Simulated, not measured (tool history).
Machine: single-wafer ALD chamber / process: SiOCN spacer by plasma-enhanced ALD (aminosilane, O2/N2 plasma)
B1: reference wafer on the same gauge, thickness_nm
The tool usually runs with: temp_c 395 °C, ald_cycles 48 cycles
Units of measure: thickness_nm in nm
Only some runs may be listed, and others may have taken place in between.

Run 1, hour 0: usual settings but ald_cycles 54 cycles; B1 2.469. Result: thickness_nm 3.348 nm.
Run 2, hour 7.7: usual settings but ald_cycles 54 cycles; B1 2.47. Result: thickness_nm 3.361 nm.
Run 3, hour 17.4: usual settings; B1 2.471. Result: thickness_nm 2.989 nm.
At hour 26: gauge calibrated.
Run 4, hour 28.7: usual settings; B1 2.437. Result: thickness_nm 2.939 nm.
Run 5, hour 41.4: usual settings; B1 2.444. Result: thickness_nm 2.961 nm.
Run 6, hour 55.1: usual settings; B1 2.444. Result: thickness_nm 2.963 nm.
Run 7, hour 62.5: usual settings; B1 2.447. Result: thickness_nm 2.963 nm.
Run 8, hour 70.4: usual settings; B1 2.449. Result: thickness_nm 2.959 nm.
Run 9, hour 82.8: usual settings; B1 2.454. Result: thickness_nm 2.958 nm.
Run 10, hour 95: usual settings; B1 2.452. Result: thickness_nm 2.956 nm.
Run 11, hour 108.2: usual settings; B1 2.456. Result: thickness_nm 2.955 nm.
Run 12, hour 150.4: usual settings; B1 2.457. Result: thickness_nm 2.983 nm.
Run 13, hour 165: usual settings; B1 2.461. Result: thickness_nm 2.977 nm.
Run 14, hour 176.5: usual settings; B1 2.463. Result: thickness_nm 2.968 nm.
Run 15, hour 185.8: usual settings; B1 2.465. Result: thickness_nm 2.965 nm.
Run 16, hour 238.3: usual settings; B1 2.464. Result: thickness_nm 2.981 nm.
Run 17, hour 250.6: usual settings but temp_c 388 °C; B1 2.463. Result: thickness_nm 2.981 nm.
Run 18, hour 273.2: usual settings but temp_c 388 °C; B1 2.467. Result: thickness_nm 2.978 nm.
Run 19, hour 288.1: usual settings; B1 2.466. Result: thickness_nm 2.976 nm.
Run 20, hour 299.7: usual settings but temp_c 382 °C; B1 2.469. Result: thickness_nm 2.981 nm.
Run 21, hour 315.8: usual settings; B1 2.469. Result: thickness_nm 2.985 nm.
Run 22, hour 333.3: usual settings; B1 2.47. Result: thickness_nm 2.978 nm.
Run 23, hour 339.9: usual settings but temp_c 405 °C, ald_cycles 53 cycles; B1 2.468. Result: thickness_nm 3.219 nm.
At hour 354: gauge calibrated.
Run 24, hour 357.1: usual settings but temp_c 391 °C, ald_cycles 51 cycles; B1 2.45. Result: thickness_nm 3.136 nm.
Run 25, hour 371.8: usual settings but temp_c 381 °C, ald_cycles 53 cycles; B1 2.454. Result: thickness_nm 3.275 nm.
At hour 386.6: thermocouple changed; heater temperature recalibrated.
Run 26, hour 387.1: usual settings but temp_c 389 °C; B1 2.454. Result: thickness_nm 2.968 nm.
Run 27, hour 394.4: usual settings but temp_c 406 °C, ald_cycles 51 cycles; B1 2.457. Result: thickness_nm 3.086 nm.
Run 28, hour 406.7: usual settings but temp_c 380 °C, ald_cycles 45 cycles; B1 2.458. Result: thickness_nm 2.768 nm.
Run 29, hour 422: usual settings but ald_cycles 57 cycles; B1 2.463. Result: thickness_nm 3.531 nm.
Run 30, hour 435: usual settings; B1 2.464. Result: thickness_nm 2.971 nm.
Run 31, hour 444.9: usual settings but temp_c 408 °C, ald_cycles 51 cycles; B1 2.467. Result: thickness_nm 3.075 nm.
Run 32, hour 462: usual settings; B1 2.47. Result: thickness_nm 2.981 nm.
Run 33, hour 477.5: usual settings but temp_c 400 °C, ald_cycles 43 cycles; B1 2.47. Result: thickness_nm 2.664 nm.
Run 34, hour 493.4: usual settings but temp_c 387 °C, ald_cycles 42 cycles; B1 2.47. Result: thickness_nm 2.616 nm.
Run 35, hour 499.9: usual settings but temp_c 400 °C, ald_cycles 53 cycles; B1 2.471. Result: thickness_nm 3.3 nm.
Run 36, hour 514.2: usual settings but temp_c 409 °C, ald_cycles 56 cycles; B1 2.472. Result: thickness_nm 3.355 nm.
Run 37, hour 523.5: usual settings but temp_c 391 °C, ald_cycles 52 cycles; B1 2.473. Result: thickness_nm 3.245 nm.
Run 38, hour 536.3: usual settings but temp_c 403 °C, ald_cycles 56 cycles; B1 2.473. Result: thickness_nm 3.452 nm.
Run 39, hour 543.8: usual settings but temp_c 380 °C, ald_cycles 55 cycles; B1 2.477. Result: thickness_nm 3.426 nm.

Below, each run's measurement less what the same run would have read without the hidden state. Both values contain the same run-to-run variation, but the gauge's scatter may not be the same in both:
Hidden state at play: wafer temperature above the value expected at the setpoint (K); gauge reads high (%).
run  thickness_nm
  1         +0.04
  2         +0.04
  3        +0.036
  4        -0.001
  5        +0.002
  6        +0.007
  7        +0.009
  8        +0.011
  9        +0.014
 10        +0.016
 11        +0.018
 12        +0.024
 13        +0.026
 14        +0.027
 15        +0.028
 16         +0.03
 17        +0.031
 18        +0.032
 19        +0.032
 20        +0.033
 21        +0.033
 22        +0.033
 23        +0.037
 24        +0.011
 25        +0.017
 26        +0.021
 27        +0.023
 28        +0.023
 29        +0.034
 30         +0.03
 31        +0.033
 32        +0.035
 33        +0.033
 34        +0.034
 35        +0.043
 36        +0.045
 37        +0.045
 38        +0.048
 39        +0.048
